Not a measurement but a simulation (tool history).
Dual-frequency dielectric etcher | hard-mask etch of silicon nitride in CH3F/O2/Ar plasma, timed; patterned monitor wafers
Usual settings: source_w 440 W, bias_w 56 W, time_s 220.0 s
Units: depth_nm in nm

run     day  source_w  bias_w  time_s  read-back reference wafer on the same gauge, depth_nm  depth_nm
  1   0.000       440      56   220.0                                                  161.9     145.1
      0.025  -- wet clean of the chamber
  2   2.212       440      56   185.5                                                  162.1     121.4
  3   4.450       440      56   185.5                                                  162.0     122.2
  4   6.596       440      59   220.0                                                  162.0     146.5
  5   9.225       440      59   220.0                                                  161.9     146.1
  6  11.396       440      59   220.0                                                  162.0     147.3
  7  13.550       440      56   220.0                                                  161.9     142.4
  8  14.733       440      66   220.0                                                  162.1     152.8
  9  17.083       440      56   220.0                                                  162.1     143.6
     20.288  -- wet clean of the chamber
 10  20.479       360      52   220.0                                                  161.7     126.2
 11  23.258       440      56   220.0                                                  162.0     144.5
 12  25.904       440      56   177.0                                                  161.9     115.4
     27.346  -- source power generator calibrated
 13  28.038       440      56   177.0                                                  161.9     116.2
     28.908  -- gauge calibrated
 14  29.738       480      56   220.0                                                  162.0     149.3
 15  31.767       340      56   243.0                                                  162.1     136.7
 16  34.146       440      56   185.5                                                  161.9     120.8
 17  36.783       440      56   220.0                                                  161.9     143.0
     38.754  -- wet clean of the chamber
     39.617  -- upper electrode replaced
     39.708  -- bias power generator calibrated
 18  39.729       440      61   285.5                                                  162.0     189.3
 19  40.812       440      56   220.0                                                  162.1     140.4
 20  45.771       540      56   240.0                                                  162.0     171.9
 21  48.758       440      56   220.0                                                  161.9     140.0
 22  49.992       470      61   203.0                                                  162.1     138.7
 23  51.138       440      56   171.0                                                  161.9     110.0
 24  52.467       440      56   185.5                                                  162.0     119.1
     54.346  -- bias power generator calibrated, repeated, since the last time left the tool worse
 25  54.367       510      56   220.0                                                  162.1     156.5
 26  55.371       470      56   177.5                                                  162.0     120.2
     57.571  -- wet clean of the chamber
 27  57.592       340      56   253.0                                                  162.1     145.5
 28  59.733       340      60   220.0                                                  162.2     130.1
 29  61.875       540      45   192.5                                                  162.0     129.7

4 ways to go on from here, each from the tool as it stands after run 29. What would each give?
  A  61.896       440      56   237.0                                                      ?         ?
  B  61.896       530      67   263.0                                                      ?         ?
  C  61.896       330      61   262.0                                                      ?         ?
  D  61.896       440      56   265.0                                                      ?         ?

run  read-back reference wafer on the same gauge, depth_nm  depth_nm
  A                                                  162.2     155.0
  B                                                  162.2     201.6
  C                                                  162.2     151.3
  D                                                  162.2     173.3
Without the tool's hidden state the same runs would have given:
run  depth_nm
  A     154.7
  B     201.1
  C     150.9
  D     172.9
